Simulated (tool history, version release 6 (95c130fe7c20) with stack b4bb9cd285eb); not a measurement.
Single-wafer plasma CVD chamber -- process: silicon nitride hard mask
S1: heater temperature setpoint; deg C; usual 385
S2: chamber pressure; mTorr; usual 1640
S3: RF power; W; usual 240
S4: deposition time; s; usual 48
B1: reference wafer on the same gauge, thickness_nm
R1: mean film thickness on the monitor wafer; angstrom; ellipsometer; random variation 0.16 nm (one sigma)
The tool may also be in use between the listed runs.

run	hour	S1	S2	S3	S4	B1	R1
1	0	377	1640	240	48	46.912	445.37
2	34.3	385	1940	240	48	46.735	463.1
3	66.9	385	1540	240	48	46.65	438.71
4	94.4	385	1540	240	48	46.575	436.89
5	118	400	2030	195	55.9	46.612	467.88
6	136	385	1330	205	40.9	46.49	322.64
# hour 158: gauge calibrated
# hour 164.4: thermocouple changed; heater temperature recalibrated
7	164.9	385	1830	260	52.9	47.705	542.27
8	185.4	381	1640	225	48	47.682	437.47
9	213.5	385	1300	240	51.7	47.622	460.15
10	230.7	377	1780	260	48	47.655	486.25
# hour 238.9: RF generator calibrated
11	250.6	385	1970	240	48	47.658	475.13
12	266.4	385	1640	240	48	47.663	453.12
13	301.3	385	1320	240	52.2	47.661	467.5
14	315.3	394	1640	215	48	47.577	417.24
15	331.5	385	1430	265	48	47.639	465.51
# hour 360.2: capacitance manometer re-zeroed and calibrated
16	365.5	400	1640	205	42.2	47.608	358.77
17	394.2	380	1890	195	42.7	47.638	362.41
18	413	385	1640	240	53.3	47.656	502.27
19	437.3	385	1640	265	48	47.501	480.54
20	470.9	385	1640	240	48	47.448	452.38
21	502.5	381	2030	205	41.9	47.455	373.49
22	519.3	400	1920	195	41.4	47.483	347.18
23	555.3	385	1640	240	48	47.407	449.68
24	591.3	392	1640	205	48	47.342	406.08
25	624.8	385	1640	240	48	47.318	450.01
26	656.6	375	1640	240	48	47.311	454.16
27	684.9	375	1490	200	43.2	47.195	351.34
28	704.7	385	1640	240	48	47.19	450.84

Predict each of these 5 candidate next runs independently; none follows another, all start after run 28:
A	705.1	385	1640	240	48	?	?
B	705.1	372	1640	200	48	?	?
C	705.1	375	1790	215	55	?	?
D	705.1	394	1930	290	53.7	?	?
E	705.1	385	1640	240	56.8	?	?

run	B1	R1
A	47.227	449.24
B	47.227	399.64
C	47.227	490.3
D	47.227	588.31
E	47.227	531.44
With the hidden condition removed and each run's random variation left untouched, the same runs would have given:
run	R1
A	453.9
B	403.79
C	495.39
D	594.41
E	536.95
